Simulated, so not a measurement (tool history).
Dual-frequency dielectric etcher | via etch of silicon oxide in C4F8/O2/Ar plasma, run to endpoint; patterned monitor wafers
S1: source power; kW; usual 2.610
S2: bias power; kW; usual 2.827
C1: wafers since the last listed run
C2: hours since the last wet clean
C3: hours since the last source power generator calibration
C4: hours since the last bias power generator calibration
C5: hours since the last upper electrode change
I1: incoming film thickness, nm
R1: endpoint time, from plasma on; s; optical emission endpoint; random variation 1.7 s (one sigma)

| run | hour | S1 | S2 | C1 | C2 | C3 | C4 | C5 | I1 | R1 |
|---|---|---|---|---|---|---|---|---|---|---|
| 1 | 0.0 | 2.610 | 2.827 | 0 | 340.9 | 2965.5 | 3747.7 | 4869.6 | 1938.1 | 293.5 |
| 2 | 6.2 | 2.610 | 2.827 | 18 | 347.1 | 2971.7 | 3753.9 | 4875.8 | 1937.9 | 289.8 |
| 3 | 22.3 | 2.610 | 2.827 | 48 | 363.2 | 2987.8 | 3770.0 | 4891.9 | 1928.0 | 285.7 |
| 4 | 38.0 | 2.610 | 2.827 | 46 | 378.9 | 3003.5 | 3785.7 | 4907.6 | 1942.4 | 289.9 |
| 5 | 50.3 | 2.610 | 2.827 | 36 | 391.2 | 3015.8 | 3798.0 | 4919.9 | 1943.9 | 290.3 |
| 6 | 57.1 | 2.610 | 2.827 | 20 | 398.0 | 3022.6 | 3804.8 | 4926.7 | 1959.1 | 293.1 |
| 7 | 72.7 | 2.610 | 2.827 | 46 | 413.6 | 3038.2 | 3820.4 | 4942.3 | 1959.6 | 290.2 |
| 8 | 89.2 | 2.610 | 2.827 | 49 | 430.1 | 3054.7 | 3836.9 | 4958.8 | 1955.2 | 290.3 |
| 9 | 103.2 | 2.610 | 2.827 | 41 | 444.1 | 3068.7 | 3850.9 | 4972.8 | 1950.3 | 291.9 |
| 10 | 114.7 | 2.610 | 2.827 | 34 | 455.6 | 3080.2 | 3862.4 | 4984.3 | 1937.0 | 288.5 |
| 11 | 132.3 | 2.610 | 2.827 | 52 | 473.2 | 3097.8 | 3880.0 | 5001.9 | 1945.2 | 289.0 |
| 12 | 143.7 | 2.610 | 2.827 | 34 | 484.6 | 3109.2 | 3891.4 | 5013.3 | 1939.2 | 288.8 |
|  | 158.9 | bias power generator calibrated |
|  | 179.4 | upper electrode replaced |
| 13 | 179.9 | 2.610 | 3.229 | 35 | 520.8 | 3145.4 | 21.0 | 0.5 | 1956.2 | 279.0 |
| 14 | 180.3 | 2.610 | 3.229 | 1 | 521.2 | 3145.8 | 21.4 | 0.9 | 1933.0 | 279.8 |
| 15 | 180.7 | 2.610 | 3.229 | 1 | 521.6 | 3146.2 | 21.8 | 1.3 | 1932.3 | 278.1 |
| 16 | 192.4 | 2.120 | 2.827 | 34 | 533.3 | 3157.9 | 33.5 | 13.0 | 1956.8 | 309.2 |
| 17 | 205.8 | 2.060 | 3.523 | 40 | 546.7 | 3171.3 | 46.9 | 26.4 | 1956.2 | 293.7 |
| 18 | 212.9 | 3.160 | 3.179 | 21 | 553.8 | 3178.4 | 54.0 | 33.5 | 1948.5 | 264.4 |
| 19 | 226.0 | 2.610 | 2.827 | 39 | 566.9 | 3191.5 | 67.1 | 46.6 | 1930.1 | 284.2 |
| 20 | 232.8 | 2.610 | 2.494 | 20 | 573.7 | 3198.3 | 73.9 | 53.4 | 1951.1 | 298.8 |
| 21 | 242.4 | 2.880 | 3.302 | 28 | 583.3 | 3207.9 | 83.5 | 63.0 | 1952.3 | 269.7 |
| 22 | 255.3 | 2.610 | 2.827 | 38 | 596.2 | 3220.8 | 96.4 | 75.9 | 1945.3 | 288.4 |
|  | 292.2 | wet clean of the chamber |
| 23 | 292.7 | 2.280 | 2.827 | 40 | 0.5 | 3258.2 | 133.8 | 113.3 | 1943.7 | 312.3 |

The next listed run, before its measurement:
| 24 | 293.1 | 2.610 | 3.326 | 1 | 0.9 | 3258.6 | 134.2 | 113.7 | 1938.6 | ? |

R1: 291.0 s
Without the tool's hidden state the same run would have given R1 289.8 s.
